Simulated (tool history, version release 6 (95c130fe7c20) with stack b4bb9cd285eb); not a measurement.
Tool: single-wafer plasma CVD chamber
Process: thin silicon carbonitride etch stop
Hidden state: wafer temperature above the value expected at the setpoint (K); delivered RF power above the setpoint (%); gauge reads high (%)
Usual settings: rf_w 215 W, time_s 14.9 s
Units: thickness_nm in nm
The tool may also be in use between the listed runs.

run,hour,rf_w,time_s,wafers since the last listed run,hours since the last thermocouple change,hours since the last RF generator calibration,hours since the showerhead was replaced,hours since the gauge calibration,"read-back reference wafer on the same gauge, thickness_nm",thickness_nm
1,0.0,215,14.9,0,2764.5,1672.9,5530.9,371.9,7.249,8.219
2,18.5,215,14.9,451,2783.0,1691.4,5549.4,390.4,7.248,8.228
3,34.1,215,14.9,380,2798.6,1707.0,5565.0,406.0,7.247,8.258
4,65.5,215,15.9,765,2830.0,1738.4,5596.4,437.4,7.251,8.768
5,86.8,215,14.9,519,2851.3,1759.7,5617.7,458.7,7.255,8.245
6,118.7,215,14.9,777,2883.2,1791.6,5649.6,490.6,7.256,8.221
7,141.6,215,14.9,558,2906.1,1814.5,5672.5,513.5,7.251,8.221
8,157.7,215,14.9,392,2922.2,1830.6,5688.6,529.6,7.254,8.237
9,181.2,215,14.9,573,2945.7,1854.1,5712.1,553.1,7.249,8.231
10,215.4,215,14.9,834,2979.9,1888.3,5746.3,587.3,7.250,8.207
11,230.8,215,14.9,375,2995.3,1903.7,5761.7,602.7,7.254,8.215
12,255.4,215,14.9,599,3019.9,1928.3,5786.3,627.3,7.253,8.227
13,272.1,215,14.9,407,3036.6,1945.0,5803.0,644.0,7.249,8.214
14,296.0,215,14.9,582,3060.5,1968.9,5826.9,667.9,7.255,8.224
15,331.4,215,14.9,863,3095.9,2004.3,5862.3,703.3,7.249,8.237
# hour 360.8: thermocouple changed; heater temperature recalibrated
# hour 387.0: gauge calibrated
# hour 425.5: showerhead replaced
16,426.0,230,17.5,1916,65.2,2098.9,0.5,39.0,7.248,9.873
17,431.6,245,11.9,136,70.8,2104.5,6.1,44.6,7.251,6.892
18,452.0,245,16.9,497,91.2,2124.9,26.5,65.0,7.254,9.778
# hour 461.2: RF generator calibrated
19,472.7,180,12.8,309,111.9,11.5,47.2,85.7,7.248,6.817
20,496.2,215,14.9,573,135.4,35.0,70.7,109.2,7.251,8.483
21,526.5,240,14.9,738,165.7,65.3,101.0,139.5,7.251,8.829
22,546.3,215,14.9,482,185.5,85.1,120.8,159.3,7.246,8.451
23,579.0,215,13.1,797,218.2,117.8,153.5,192.0,7.249,7.462
24,599.7,215,13.6,504,238.9,138.5,174.2,212.7,7.253,7.691
25,625.7,185,14.9,634,264.9,164.5,200.2,238.7,7.249,7.985
26,659.5,215,14.9,824,298.7,198.3,234.0,272.5,7.254,8.412
27,691.5,215,14.9,780,330.7,230.3,266.0,304.5,7.248,8.428
28,717.2,215,14.9,626,356.4,256.0,291.7,330.2,7.251,8.404
29,750.4,200,15.8,809,389.6,289.2,324.9,363.4,7.253,8.682
30,768.0,240,17.6,429,407.2,306.8,342.5,381.0,7.252,10.312

Measured less the same run without the tool's hidden state. The same run-to-run variation is in both; the gauge's scatter may not be:
run,thickness_nm
1,-0.277
2,-0.278
3,-0.280
4,-0.298
5,-0.281
6,-0.281
7,-0.282
8,-0.284
9,-0.284
10,-0.284
11,-0.285
12,-0.286
13,-0.286
14,-0.288
15,-0.289
16,-0.349
17,-0.244
18,-0.347
19,-0.011
20,-0.021
21,-0.033
22,-0.038
23,-0.042
24,-0.049
25,-0.058
26,-0.071
27,-0.079
28,-0.086
29,-0.097
30,-0.121
